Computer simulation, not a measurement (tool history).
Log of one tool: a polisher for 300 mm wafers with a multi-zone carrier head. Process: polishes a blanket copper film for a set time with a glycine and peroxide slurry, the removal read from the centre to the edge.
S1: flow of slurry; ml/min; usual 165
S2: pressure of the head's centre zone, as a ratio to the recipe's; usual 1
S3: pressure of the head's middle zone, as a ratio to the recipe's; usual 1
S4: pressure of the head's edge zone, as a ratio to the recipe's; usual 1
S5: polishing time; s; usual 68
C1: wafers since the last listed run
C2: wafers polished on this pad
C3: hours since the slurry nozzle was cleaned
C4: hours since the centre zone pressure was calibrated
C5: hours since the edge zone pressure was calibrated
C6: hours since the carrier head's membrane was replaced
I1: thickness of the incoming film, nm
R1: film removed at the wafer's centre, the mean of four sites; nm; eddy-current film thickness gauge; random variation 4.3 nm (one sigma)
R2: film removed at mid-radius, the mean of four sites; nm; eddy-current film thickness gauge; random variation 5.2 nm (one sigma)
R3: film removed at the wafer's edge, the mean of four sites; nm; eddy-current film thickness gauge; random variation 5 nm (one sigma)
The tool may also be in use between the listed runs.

run,hour,S1,S2,S3,S4,S5,C1,C2,C3,C4,C5,C6,I1,R1,R2,R3
1,0,165,1,1,1,68,0,1992,500,108.2,125.1,900.8,2320,344.7,343.7,346
# hour 46.5: worn pad replaced by a new one
2,65.8,165,1,1,1,68,552,172,565.8,174,190.9,966.6,2310.5,344.2,338,343.5
# hour 93: slurry nozzle cleaned
3,251.6,165,1,1,1,68,1652,1824,158.6,359.8,376.7,1152.4,2353,343.6,351.1,345.4
4,292.5,165,1,1,1,68,365,2190,199.5,400.7,417.6,1193.3,2370,334.8,342.2,351.3
# hour 313: worn pad replaced by a new one
5,346.8,165,1,1,1,68,449,302,253.8,455,471.9,1247.6,2398.6,338.7,343.7,348.2
6,410.6,165,1,1,1,68,570,872,317.6,518.8,535.7,1311.4,2358.8,328,340.3,339.7
7,468.6,165,1,0.91,1,68,518,1391,375.6,576.8,593.7,1369.4,2351.2,338.8,332.5,352.7
8,518.8,165,1,0.91,1,68,448,1840,425.8,627,643.9,1419.6,2382.2,335.9,318.2,351
# hour 545.1: worn pad replaced by a new one
9,587.9,165,1,0.91,1,68,582,382,494.9,696.1,713,1488.7,2316.1,325.5,328.5,345.7
# hour 613.8: centre zone pressure recalibrated
10,648.8,150,1,1.05,1,68,526,909,555.8,35,773.9,1549.6,2319.9,336,358.3,337.1
11,680.4,165,0.9,1,1,81,282,1192,587.4,66.6,805.5,1581.2,2347.6,383.3,419.9,414.8
# hour 686.7: carrier head's membrane replaced by a new one
# hour 696.9: slurry nozzle cleaned
12,748.7,165,1,1,1.05,83,557,1749,51.8,134.9,873.8,62,2336,421.1,424.6,428.2
13,804,165,1,1,1,68,494,2243,107.1,190.2,929.1,117.3,2363.2,341.8,340.1,353.5
# hour 812.4: worn pad replaced by a new one
14,868,115,0.92,1,1,55,536,497,171.1,254.2,993.1,181.3,2368.2,235.3,260.2,269.5
15,901.3,220,0.9,1.04,1,48,297,794,204.4,287.5,1026.4,214.6,2347.2,233.5,262.9,248.4
# hour 912.5: edge zone pressure recalibrated
16,948.9,165,1,1,1.08,59,407,1202,252,335.1,36.4,262.2,2379.6,292.4,297.6,310.9
17,988.6,165,1,1,1,68,354,1557,291.7,374.8,76.1,301.9,2377.2,339.1,352.2,350.9
18,1057.7,165,1,0.92,1,68,617,2175,360.8,443.9,145.2,371,2317.1,336.9,324.1,352.5
# hour 1103: worn pad replaced by a new one
19,1103.5,165,1,1,1,68,373,4,406.6,489.7,191,416.8,2338.5,332.3,348.9,351.5
20,1170.9,165,1,1.08,1,52,602,606,474,557.1,258.4,484.2,2318.8,255.3,272.1,267.3
21,1212.9,165,1,1.06,1,68,375,982,516,599.1,300.4,526.2,2362.8,322.1,358.3,351.8

The tool's hidden state at each run:
removal rate lost through wear of the pad, %: 0 in every run
slurry flow missing at the pad, %: 0 in every run
deviation of the edge zone's pressure from its setpoint, %: 0 in every run
H1: deviation of the centre zone's pressure from its setpoint, %
run,H1
1,-0.757
2,-1.36
3,-3.05
4,-3.42
5,-3.92
6,-4.5
7,-5.03
8,-5.49
9,-6.12
10,-0.775
11,-1.06
12,-1.69
13,-2.19
14,-2.77
15,-3.08
16,-3.51
17,-3.87
18,-4.5
19,-4.92
20,-5.54
21,-5.92
